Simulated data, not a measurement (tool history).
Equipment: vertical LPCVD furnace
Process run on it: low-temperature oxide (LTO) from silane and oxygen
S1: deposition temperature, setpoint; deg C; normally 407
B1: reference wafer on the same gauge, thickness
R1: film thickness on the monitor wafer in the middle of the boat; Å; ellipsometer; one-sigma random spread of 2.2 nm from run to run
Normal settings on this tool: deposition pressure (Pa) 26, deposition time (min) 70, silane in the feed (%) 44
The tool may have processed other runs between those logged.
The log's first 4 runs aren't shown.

Run 5, day 11.646: usual settings; B1 668.82. Result: R1 6635.7 Å.
Run 6, day 14.675: usual settings; B1 669.32. Result: R1 6552.7 Å.
Run 7, day 17.712: usual settings; B1 668.71. Result: R1 6569.6 Å.
Run 8, day 19.217: usual settings but S1 416 deg C, silane in the feed (%) 41; B1 667.78. Result: R1 6761.7 Å.
Run 9, day 23.567: usual settings but S1 416 deg C, silane in the feed (%) 41; B1 667.51. Result: R1 6728 Å.
Run 10, day 25.604: usual settings but S1 402 deg C; B1 667.21. Result: R1 6267 Å.
Run 11, day 28.908: usual settings but S1 402 deg C; B1 666.58. Result: R1 6267.2 Å.
At day 30.467: pressure gauge zeroed.
Run 12, day 31.117: usual settings but S1 398 deg C; B1 666.07. Result: R1 6012.4 Å.
At day 34.667: thermocouples replaced and temperature profile calibrated.
At day 36.096: silane flow controller replaced.
Run 13, day 36.117: usual settings but S1 398 deg C; B1 665.8. Result: R1 5986.7 Å.
Run 14, day 40.196: usual settings; B1 666.97. Result: R1 6576.6 Å.
Run 15, day 44.383: usual settings but S1 398 deg C; B1 666.53. Result: R1 6006.4 Å.
Run 16, day 47.967: usual settings but S1 401 deg C, deposition pressure (Pa) 30.7, deposition time (min) 80, silane in the feed (%) 47; B1 665.37. Result: R1 8882.4 Å.
At day 58.296: gauge calibrated.
Run 17, day 59.95: usual settings but deposition time (min) 49.5; B1 685.16. Result: R1 4781 Å.
Run 18, day 63.183: usual settings but deposition pressure (Pa) 32, deposition time (min) 94, silane in the feed (%) 49; B1 683.03. Result: R1 12273.9 Å.
Run 19, day 65.221: usual settings but silane in the feed (%) 38; B1 681.39. Result: R1 5699.6 Å.
Run 20, day 69.721: usual settings but S1 397 deg C, deposition pressure (Pa) 22, deposition time (min) 81.5, silane in the feed (%) 48; B1 679.88. Result: R1 6502.2 Å.
Run 21, day 74.021: usual settings but S1 400 deg C; B1 678.48. Result: R1 6215.6 Å.
Run 22, day 76.317: usual settings but deposition pressure (Pa) 29.3, silane in the feed (%) 46; B1 676.68. Result: R1 7886.6 Å.
Run 23, day 78.204: usual settings; B1 675.96. Result: R1 6692.4 Å.
Run 24, day 82.412: usual settings but deposition time (min) 60.5; B1 673.31. Result: R1 5753.1 Å.
Run 25, day 86.208: usual settings but deposition pressure (Pa) 20, deposition time (min) 82.5; B1 672.63. Result: R1 6006.2 Å.
Run 26, day 88.962: usual settings but deposition time (min) 95.5; B1 671.28. Result: R1 9077.2 Å.
Run 27, day 93.308: usual settings but S1 396 deg C, deposition pressure (Pa) 29.3, deposition time (min) 54.5, silane in the feed (%) 46; B1 671.32. Result: R1 5429.4 Å.
Run 28, day 96.588: usual settings; B1 670.32. Result: R1 6604.5 Å.
Run 29, day 100.85: usual settings but S1 396 deg C; B1 668.71. Result: R1 5896.4 Å.

What does the tool deliver on the next run?
Run 30, day 104.45: usual settings but deposition pressure (Pa) 23.3, deposition time (min) 86.5, silane in the feed (%) 50; B1 ?. Result: R1 ?.

Logged for run 30: B1 669.29, R1 8242.5 Å.
If the tool had no hidden condition, the same run with the same run-to-run variation would have returned R1 8454 Å.
